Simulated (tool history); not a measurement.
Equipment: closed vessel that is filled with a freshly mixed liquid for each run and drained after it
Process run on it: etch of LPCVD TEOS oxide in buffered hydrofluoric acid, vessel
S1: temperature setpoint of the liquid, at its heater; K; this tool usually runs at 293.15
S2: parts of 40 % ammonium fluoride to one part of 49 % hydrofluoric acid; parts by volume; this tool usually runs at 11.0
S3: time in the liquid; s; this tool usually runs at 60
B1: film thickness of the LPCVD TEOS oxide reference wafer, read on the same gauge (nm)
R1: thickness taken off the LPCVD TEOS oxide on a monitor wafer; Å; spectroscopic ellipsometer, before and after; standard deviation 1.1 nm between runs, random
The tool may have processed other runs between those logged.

| run | hour | S1 | S2 | S3 | B1 | R1 |
|---|---|---|---|---|---|---|
| 1 | 0.0 | 293.15 | 11.0 | 60 | 60.02 | 1062.3 |
| 2 | 13.9 | 293.15 | 11.0 | 75 | 60.00 | 1293.1 |
| 3 | 20.9 | 293.15 | 11.0 | 75 | 60.00 | 1345.6 |
| 4 | 32.3 | 293.15 | 11.0 | 75 | 59.99 | 1308.2 |
| 5 | 44.3 | 293.15 | 11.0 | 60 | 59.97 | 1044.5 |
| 6 | 51.3 | 293.15 | 11.0 | 60 | 60.01 | 1055.4 |
| 7 | 64.4 | 293.15 | 11.0 | 60 | 59.98 | 1055.0 |
| 8 | 72.0 | 293.15 | 11.0 | 60 | 60.00 | 1058.5 |
| 9 | 81.3 | 293.15 | 11.0 | 60 | 60.01 | 1041.0 |
| 10 | 91.0 | 293.15 | 11.0 | 60 | 60.00 | 1049.9 |
| 11 | 99.8 | 293.15 | 11.0 | 60 | 60.00 | 1041.0 |
| 12 | 124.6 | 293.15 | 11.0 | 60 | 60.01 | 1039.2 |
| 13 | 130.8 | 293.15 | 11.0 | 60 | 59.99 | 1027.1 |
| 14 | 141.5 | 293.15 | 11.0 | 60 | 59.98 | 1053.4 |
| 15 | 149.1 | 293.15 | 11.0 | 85 | 60.00 | 1357.5 |
| 16 | 166.2 | 290.15 | 13.5 | 30 | 60.00 | 332.2 |
| 17 | 176.6 | 296.15 | 11.0 | 35 | 60.00 | 663.2 |
| 18 | 189.7 | 293.15 | 13.0 | 40 | 59.99 | 550.1 |
| 19 | 198.5 | 295.15 | 12.5 | 50 | 60.01 | 782.5 |
| 20 | 209.1 | 296.65 | 11.0 | 50 | 59.99 | 1163.3 |
| 21 | 221.2 | 293.15 | 11.0 | 60 | 60.01 | 1159.6 |
| 22 | 230.0 | 293.15 | 11.0 | 60 | 60.00 | 1165.6 |
| 23 | 244.4 | 290.15 | 11.0 | 75 | 60.00 | 1204.1 |
| 24 | 256.7 | 291.15 | 6.5 | 80 | 60.01 | 2244.3 |
| 25 | 268.7 | 293.15 | 12.5 | 85 | 59.97 | 1435.5 |
| 26 | 279.9 | 293.15 | 11.0 | 60 | 60.00 | 1152.7 |
| 27 | 287.1 | 295.65 | 7.5 | 90 | 60.01 | 2802.4 |
| 28 | 295.5 | 293.15 | 11.0 | 60 | 60.01 | 1151.7 |
| 29 | 309.8 | 290.15 | 11.0 | 35 | 60.00 | 556.7 |
| 30 | 316.0 | 293.15 | 11.0 | 60 | 60.01 | 1129.1 |
| 31 | 330.9 | 293.15 | 11.0 | 60 | 60.00 | 1126.2 |
| 32 | 348.5 | 297.65 | 7.5 | 30 | 60.02 | 1030.4 |
| 33 | 362.1 | 293.15 | 11.0 | 60 | 60.03 | 1136.3 |

Between the runs listed above, the log contained 5 entries, not reproduced here. Where in the sequence does each belong, and how does what the log doesn't record of the tool's condition differ from the listed run before to the listed run after?
Logged between run 2 and run 3: gauge calibrated (hour 13.9)
  liquid colder than its thermometer reads (K): 1.54 -> 1.55
  measured less the result without the state, R1: -117.0 -> -122.7 Å
Logged between run 14 and run 15: thermometer replaced (hour 145.4)
  liquid colder than its thermometer reads (K): 1.79 -> 3.14
  measured less the result without the state, R1: -111.8 -> -264.0 Å
Logged between run 19 and run 20: thermometer replaced, repeated, since the last time left the tool worse (hour 205.0)
  liquid colder than its thermometer reads (K): 3.24 -> 0.137
  measured less the result without the state, R1: -155.3 -> -8.9 Å
Logged between run 21 and run 22: hydrofluoric acid flow meter replaced (hour 226.1)
  liquid colder than its thermometer reads (K): 0.161 -> 0.179
  measured less the result without the state, R1: -10.5 -> -11.8 Å
Logged between run 25 and run 26: gauge calibrated (hour 270.5)
  liquid colder than its thermometer reads (K): 0.255 -> 0.277
  measured less the result without the state, R1: -20.3 -> -18.2 Å
